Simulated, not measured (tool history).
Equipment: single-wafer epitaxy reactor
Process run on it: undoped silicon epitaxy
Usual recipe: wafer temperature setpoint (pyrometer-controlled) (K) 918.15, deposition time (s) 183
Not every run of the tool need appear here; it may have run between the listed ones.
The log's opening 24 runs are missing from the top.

run    hour  wafer temperature setpoint (pyrometer-controlled) (K)  deposition time (s)  wafers since the last listed run  hours since the last pyrometer calibration  hours since the gauge calibration  read-back reference wafer on the same gauge, thickness_nm  mean film thickness on the monitor wafer (Å)
 25  1072.7                                                 925.15                  152                               149                                      2330.0                             1676.8                                                     22.920                                        277.13
 26  1144.5                                                 923.15                  183                               397                                      2401.8                             1748.6                                                     22.866                                        321.09
     1169.8  -- pyrometer calibrated
 27  1183.0                                                 909.15                  214                               168                                        13.2                             1787.1                                                     22.889                                        280.20
 28  1215.9                                                 918.15                  167                               182                                        46.1                             1820.0                                                     22.884                                        260.09
 29  1262.9                                                 913.15                  200                               260                                        93.1                             1867.0                                                     22.862                                        283.94
     1264.8  -- gauge calibrated
 30  1302.7                                                 918.15                  183                               220                                       132.9                               37.9                                                     22.880                                        282.84
 31  1341.9                                                 918.15                  159                               216                                       172.1                               77.1                                                     22.913                                        249.88
 32  1378.8                                                 927.15                  156                               204                                       209.0                              114.0                                                     22.891                                        290.34
 33  1441.3                                                 918.15                  198                               345                                       271.5                              176.5                                                     22.877                                        308.06
 34  1493.2                                                 918.15                  173                               287                                       323.4                              228.4                                                     22.880                                        267.14
 35  1560.9                                                 918.15                  215                               374                                       391.1                              296.1                                                     22.980                                        336.69
 36  1622.6                                                 931.15                  214                               341                                       452.8                              357.8                                                     22.911                                        428.27
 37  1694.5                                                 918.15                  183                               397                                       524.7                              429.7                                                     22.925                                        285.51
 38  1731.3                                                 918.15                  183                               203                                       561.5                              466.5                                                     22.882                                        288.27

Consider 5 possible next runs. They are alternatives, not a sequence: every one starts from the tool as it was left by run 38. What does each give?
  A  1731.8                                                 918.15                  183                                 2                                       562.0                              467.0                                                          ?                                             ?
  B  1731.8                                                 925.15                  148                                 2                                       562.0                              467.0                                                          ?                                             ?
  C  1731.8                                                 910.15                  215                                 2                                       562.0                              467.0                                                          ?                                             ?
  D  1731.8                                                 910.15                  201                                 2                                       562.0                              467.0                                                          ?                                             ?
  E  1731.8                                                 928.15                  218                                 2                                       562.0                              467.0                                                          ?                                             ?

run  read-back reference wafer on the same gauge, thickness_nm  mean film thickness on the monitor wafer (Å)
  A                                                     22.866                                        286.78
  B                                                     22.866                                        265.36
  C                                                     22.866                                        288.23
  D                                                     22.866                                        269.46
  E                                                     22.866                                        413.87
Without the tool's unlogged condition, the same runs would have read:
run  mean film thickness on the monitor wafer (Å)
  A                                        284.14
  B                                        262.95
  C                                        285.53
  D                                        266.94
  E                                        410.12
